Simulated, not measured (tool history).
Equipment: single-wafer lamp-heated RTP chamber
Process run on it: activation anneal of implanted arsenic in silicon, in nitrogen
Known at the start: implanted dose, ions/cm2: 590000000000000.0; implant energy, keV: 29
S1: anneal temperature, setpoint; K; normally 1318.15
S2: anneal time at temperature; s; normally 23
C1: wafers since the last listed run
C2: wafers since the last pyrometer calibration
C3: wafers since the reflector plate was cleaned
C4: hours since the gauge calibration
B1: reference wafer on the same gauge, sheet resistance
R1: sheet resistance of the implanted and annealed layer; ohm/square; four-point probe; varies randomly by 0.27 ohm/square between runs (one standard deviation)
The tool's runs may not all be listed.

| run | day | S1 | S2 | C1 | C2 | C3 | C4 | B1 | R1 |
|---|---|---|---|---|---|---|---|---|---|
| 1 | 0 | 1318.15 | 23 | 0 | 730 | 4261 | 413.5 | 172.95 | 164.25 |
| 2 | 2.962 | 1318.15 | 23 | 1120 | 1850 | 5381 | 484.6 | 173.01 | 163.47 |
|  | 4.217 | pyrometer window cleaned and pyrometer calibrated |
| 3 | 4.596 | 1318.15 | 23 | 491 | 142 | 5873 | 523.8 | 173.04 | 164.99 |
|  | 5.212 | gauge calibrated |
| 4 | 6.467 | 1318.15 | 23 | 707 | 850 | 6580 | 30.1 | 173.01 | 164.28 |
| 5 | 8.746 | 1318.15 | 23 | 861 | 1712 | 7442 | 84.8 | 172.97 | 163.73 |
|  | 10.162 | pyrometer window cleaned and pyrometer calibrated |
| 6 | 10.183 | 1318.15 | 23 | 417 | 7 | 7859 | 119.3 | 172.98 | 164.4 |
| 7 | 12.962 | 1318.15 | 23 | 1050 | 1058 | 8910 | 186 | 173.01 | 164.28 |
| 8 | 14.562 | 1318.15 | 23 | 604 | 1663 | 9515 | 224.4 | 173.04 | 163.68 |
|  | 16.083 | pyrometer window cleaned and pyrometer calibrated |
| 9 | 16.175 | 1307.15 | 35 | 483 | 34 | 9999 | 263.1 | 172.97 | 163.54 |
| 10 | 18.258 | 1335.15 | 12 | 787 | 822 | 10786 | 313.1 | 173.01 | 165.39 |
| 11 | 20.75 | 1307.15 | 36 | 942 | 1764 | 11729 | 372.9 | 172.99 | 162.8 |
|  | 21.121 | reflector plate cleaned |
|  | 22.375 | pyrometer window cleaned and pyrometer calibrated |
| 12 | 23.479 | 1306.15 | 13 | 779 | 418 | 766 | 438.4 | 172.98 | 167.82 |
|  | 24.042 | gauge calibrated |
| 13 | 25.275 | 1318.15 | 23 | 679 | 1097 | 1445 | 29.6 | 173.02 | 164.13 |
| 14 | 26.696 | 1318.15 | 23 | 537 | 1634 | 1982 | 63.7 | 173 | 163.32 |
| 15 | 28.871 | 1318.15 | 31 | 822 | 2456 | 2804 | 115.9 | 173.02 | 162.01 |
|  | 29.283 | pyrometer window cleaned and pyrometer calibrated |
| 16 | 30.638 | 1297.15 | 35 | 541 | 511 | 3346 | 158.3 | 173 | 164.29 |

Across each entry between runs, compare the hidden state at the last listed run before it with the hidden state at the first listed run after it:
After run 2, before run 3: pyrometer window cleaned and pyrometer calibrated (day 4.217)
  true wafer temperature minus pyrometer reading, K: 6.6 -> 0.0636
  measured less the result without the state, R1: -0.74 -> +0 ohm/square
After run 3, before run 4: gauge calibrated (day 5.212)
  true wafer temperature minus pyrometer reading, K: 0.0636 -> 1.41
  measured less the result without the state, R1: +0 -> -0.16 ohm/square
After run 5, before run 6: pyrometer window cleaned and pyrometer calibrated (day 10.162)
  true wafer temperature minus pyrometer reading, K: 5.62 -> 0.147
  measured less the result without the state, R1: -0.62 -> -0.01 ohm/square
After run 8, before run 9: pyrometer window cleaned and pyrometer calibrated (day 16.083)
  true wafer temperature minus pyrometer reading, K: 5.43 -> 0.535
  measured less the result without the state, R1: -0.6 -> -0.07 ohm/square
After run 11, before run 12: reflector plate cleaned (day 21.121); pyrometer window cleaned and pyrometer calibrated (day 22.375)
  true wafer temperature minus pyrometer reading, K: 6.48 -> 1.51
  measured less the result without the state, R1: -0.77 -> -0.15 ohm/square
After run 12, before run 13: gauge calibrated (day 24.042)
  true wafer temperature minus pyrometer reading, K: 1.51 -> 3.47
  measured less the result without the state, R1: -0.15 -> -0.38 ohm/square
After run 15, before run 16: pyrometer window cleaned and pyrometer calibrated (day 29.283)
  true wafer temperature minus pyrometer reading, K: 12.7 -> 2.34
  measured less the result without the state, R1: -1.6 -> -0.25 ohm/square

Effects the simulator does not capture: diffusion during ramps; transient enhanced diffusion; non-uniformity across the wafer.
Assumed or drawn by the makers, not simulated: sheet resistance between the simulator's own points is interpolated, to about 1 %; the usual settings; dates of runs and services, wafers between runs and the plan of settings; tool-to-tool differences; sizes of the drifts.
